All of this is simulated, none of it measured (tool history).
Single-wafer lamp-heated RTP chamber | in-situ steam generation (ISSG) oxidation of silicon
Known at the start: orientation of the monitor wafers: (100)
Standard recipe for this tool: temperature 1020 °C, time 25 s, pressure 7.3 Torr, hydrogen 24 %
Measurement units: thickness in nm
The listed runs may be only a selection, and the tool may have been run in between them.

run   hour  temperature  time  pressure  hydrogen  read-back reference wafer on the same gauge, thickness  thickness
  1    0.0         1020    25       7.3        24                                                   6.897      7.005
  2   14.2         1020    25       7.3        24                                                   6.907      7.016
  3   22.8         1020    25       7.3        24                                                   6.902      7.003
  4   30.5         1020    25       7.3        24                                                   6.900      7.004
  5   36.5         1020    25       7.3        24                                                   6.900      7.006
  6   45.3         1020    25       8.2        24                                                   6.893      6.980
  7   63.0         1020    25       8.2        24                                                   6.891      6.991
  8   80.4         1020    25       8.2        24                                                   6.905      7.016
  9   95.4         1020    25       6.9        26                                                   6.905      7.130
 10  101.9         1020    25       6.9        26                                                   6.905      7.123
 11  118.3         1020    25       7.3        24                                                   6.898      7.003
 12  128.6         1020    25       7.3        24                                                   6.899      6.996
 13  133.8         1020    25       7.3        24                                                   6.896      6.999
 14  140.9         1033    25       6.9        19                                                   6.899      7.080
 15  159.0         1007    25       8.6        24                                                   6.896      6.575
 16  167.7         1015    29       7.9        19                                                   6.894      6.995
 17  175.2         1020    17       7.3        32                                                   6.899      6.292
 18  190.2         1020    25       7.3        24                                                   6.910      7.014
 19  207.8         1020    15       7.3        15                                                   6.904      4.878
 20  218.2         1032    31       7.3        24                                                   6.909      8.322
 21  227.6         1029    20       6.9        28                                                   6.899      6.799
 22  245.5         1020    17       7.3        24                                                   6.895      5.809
 23  255.5         1020    16       7.3        19                                                   6.901      5.340
 24  268.3         1020    19       6.9        24                                                   6.897      6.095
 25  284.9         1020    25       7.3        24                                                   6.900      6.989
 26  300.8         1020    16       7.3        19                                                   6.903      5.325
 27  318.8         1020    25       7.3        24                                                   6.899      7.013
 28  334.8         1020    25       7.3        24                                                   6.901      6.992
 29  351.2         1020    25       7.3        24                                                   6.902      7.004
 30  367.1         1029    25       7.3        24                                                   6.896      7.334
 31  378.5         1011    29       8.1        15                                                   6.899      6.522

Taken out of this log: 4 entries between the listed runs. Where each belongs, and how the hidden state differs across it:
Run 10 -> run 11: pressure gauge zeroed (hour 117.8)
  both runs share identical hidden conditions
Run 11 -> run 12: hydrogen flow controller replaced (hour 128.1)
  both runs share identical hidden conditions
Run 14 -> run 15: pyrometer window cleaned and pyrometer calibrated (hour 158.5)
  both runs share identical hidden conditions
Run 20 -> run 21: gauge calibrated (hour 223.6)
  both runs share identical hidden conditions
